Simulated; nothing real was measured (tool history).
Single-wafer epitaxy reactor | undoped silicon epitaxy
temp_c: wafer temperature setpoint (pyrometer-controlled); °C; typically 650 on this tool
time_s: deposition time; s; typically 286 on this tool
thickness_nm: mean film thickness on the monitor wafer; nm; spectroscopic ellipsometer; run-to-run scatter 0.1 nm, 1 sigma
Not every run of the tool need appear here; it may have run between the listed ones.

| run | hour | temp_c | time_s | read-back reference wafer on the same gauge, thickness_nm | thickness_nm |
|---|---|---|---|---|---|
| 1 | 0 | 650 | 286 | 44.52 | 43.593 |
| 2 | 14.7 | 650 | 309 | 44.541 | 47.052 |
| 3 | 22 | 650 | 309 | 44.517 | 47.022 |
| 4 | 37 | 650 | 309 | 44.501 | 46.965 |
| 5 | 46.4 | 650 | 286 | 44.53 | 43.602 |
| 6 | 54.3 | 650 | 286 | 44.486 | 43.653 |
| 7 | 69.9 | 660 | 286 | 44.484 | 52.808 |
| 8 | 85.5 | 650 | 286 | 44.495 | 43.496 |
| 9 | 97.9 | 650 | 286 | 44.519 | 43.543 |
| 10 | 110.7 | 650 | 286 | 44.483 | 43.559 |
| 11 | 128.6 | 650 | 286 | 44.493 | 43.556 |
| 12 | 137.7 | 644 | 286 | 44.516 | 38.883 |
| 13 | 155.7 | 644 | 286 | 44.522 | 38.852 |
| 14 | 169.3 | 650 | 286 | 44.51 | 43.579 |
| 15 | 177 | 650 | 286 | 44.505 | 43.741 |
| 16 | 229.7 | 650 | 286 | 44.483 | 43.508 |
| 17 | 254.6 | 650 | 286 | 44.513 | 43.676 |
| 18 | 267.9 | 641 | 330 | 44.483 | 42.041 |
| 19 | 278.9 | 650 | 316 | 44.476 | 47.908 |
| 20 | 294.5 | 650 | 316 | 44.504 | 47.952 |
| 21 | 305.6 | 650 | 316 | 44.496 | 48.027 |
| 22 | 317.7 | 650 | 286 | 44.495 | 43.375 |
| 23 | 330.6 | 650 | 342 | 44.502 | 51.85 |
| 24 | 347.3 | 650 | 313 | 44.485 | 47.435 |
| 25 | 359.5 | 640 | 266 | 44.526 | 33.165 |
| 26 | 365.9 | 650 | 315 | 44.451 | 47.88 |
|  | 383.1 | pyrometer calibrated |
|  | 391.9 | gauge calibrated |
| 27 | 406.6 | 663 | 338 | 44.526 | 62.719 |
| 28 | 420.1 | 658 | 317 | 44.516 | 53.519 |
| 29 | 427.1 | 638 | 286 | 44.491 | 32.627 |
| 30 | 444.6 | 658 | 317 | 44.484 | 53.414 |
| 31 | 453.1 | 650 | 286 | 44.487 | 41.254 |
| 32 | 459.6 | 650 | 260 | 44.521 | 37.484 |
| 33 | 484.4 | 640 | 308 | 44.49 | 36.348 |
| 34 | 497.6 | 657 | 235 | 44.558 | 38.485 |
| 35 | 509.2 | 638 | 337 | 44.469 | 38.171 |
|  | 524.2 | pyrometer calibrated, repeated, since the last time left the tool worse |
| 36 | 524.7 | 650 | 286 | 44.53 | 47.67 |
| 37 | 529.9 | 650 | 286 | 44.511 | 47.547 |
| 38 | 540.3 | 643 | 257 | 44.498 | 37.45 |
| 39 | 551.5 | 642 | 311 | 44.463 | 44.538 |
| 40 | 560.4 | 638 | 329 | 44.467 | 43.462 |
| 41 | 571.2 | 638 | 240 | 44.515 | 31.482 |
| 42 | 587.2 | 650 | 286 | 44.471 | 47.338 |
| 43 | 599 | 658 | 324 | 44.517 | 62.443 |
| 44 | 611.2 | 635 | 234 | 44.49 | 28.871 |
| 45 | 618.5 | 664 | 311 | 44.498 | 66.681 |

Each row is a separate what-if for the run after 45, all from the same tool condition, not one after another. Results?
| A | 619 | 650 | 286 | ? | ? |
| B | 619 | 638 | 321 | ? | ? |
| C | 619 | 657 | 286 | ? | ? |

| run | read-back reference wafer on the same gauge, thickness_nm | thickness_nm |
|---|---|---|
| A | 44.46 | 46.981 |
| B | 44.46 | 41.774 |
| C | 44.46 | 53.687 |
With no hidden state in the tool, these same runs would have given:
| run | thickness_nm |
|---|---|
| A | 47.343 |
| B | 42.103 |
| C | 54.095 |

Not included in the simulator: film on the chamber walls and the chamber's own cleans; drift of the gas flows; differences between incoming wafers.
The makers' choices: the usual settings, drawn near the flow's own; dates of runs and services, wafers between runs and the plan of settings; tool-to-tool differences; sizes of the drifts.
